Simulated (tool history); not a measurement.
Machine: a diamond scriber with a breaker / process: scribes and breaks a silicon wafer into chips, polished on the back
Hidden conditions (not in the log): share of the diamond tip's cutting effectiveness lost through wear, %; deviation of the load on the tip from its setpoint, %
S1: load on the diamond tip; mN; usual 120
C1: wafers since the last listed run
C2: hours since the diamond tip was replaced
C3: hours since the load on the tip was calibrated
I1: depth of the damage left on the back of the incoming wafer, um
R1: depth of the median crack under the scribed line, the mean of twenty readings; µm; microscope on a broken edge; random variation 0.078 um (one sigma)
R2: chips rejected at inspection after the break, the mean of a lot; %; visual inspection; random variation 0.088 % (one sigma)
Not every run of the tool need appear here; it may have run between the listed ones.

| run | hour | S1 | C1 | C2 | C3 | I1 | R1 | R2 |
|---|---|---|---|---|---|---|---|---|
| 1 | 0.0 | 120 | 0 | 364.9 | 1466.3 | 0.02 | 7.66 | 3.11 |
| 2 | 34.6 | 120 | 131 | 399.5 | 1500.9 | 0.02 | 7.71 | 3.18 |
| 3 | 51.5 | 120 | 63 | 416.4 | 1517.8 | 0.03 | 7.68 | 3.51 |
| 4 | 72.3 | 120 | 78 | 437.2 | 1538.6 | 0.03 | 7.72 | 3.21 |
| 5 | 91.8 | 132 | 73 | 456.7 | 1558.1 | 0.04 | 7.96 | 2.28 |
| 6 | 103.9 | 132 | 45 | 468.8 | 1570.2 | 0.03 | 7.93 | 2.05 |
| 7 | 120.7 | 132 | 63 | 485.6 | 1587.0 | 0.02 | 8.08 | 2.29 |
| 8 | 145.1 | 120 | 92 | 510.0 | 1611.4 | 0.04 | 7.81 | 3.49 |
|  | 177.8 | diamond tip replaced by a new one |
| 9 | 202.7 | 147 | 210 | 24.9 | 1669.0 | 0.05 | 7.56 | 3.50 |
| 10 | 277.1 | 133 | 281 | 99.3 | 1743.4 | 0.04 | 7.00 | 6.55 |
|  | 290.7 | diamond tip replaced by a new one, repeated, since the last time left the tool worse |
| 11 | 301.9 | 149 | 86 | 11.2 | 1768.2 | 0.04 | 9.09 | 3.51 |
| 12 | 324.1 | 144 | 84 | 33.4 | 1790.4 | 0.04 | 8.92 | 3.08 |
|  | 338.7 | load on the tip recalibrated |
| 13 | 358.7 | 139 | 123 | 68.0 | 20.0 | 0.05 | 8.65 | 2.27 |
| 14 | 385.2 | 155 | 100 | 94.5 | 46.5 | 0.04 | 9.22 | 3.44 |
| 15 | 412.4 | 134 | 103 | 121.7 | 73.7 | 0.02 | 8.38 | 2.06 |

What does the tool deliver on the next run?
| 16 | 431.1 | 132 | 70 | 140.4 | 92.4 | 0.03 | ? | ? |

{"run 16": {"R1": 8.35, "R2": 1.74}}
Had the tool carried no hidden state, the very same run would have given R1 8.68 µm, R2 2.06 %.
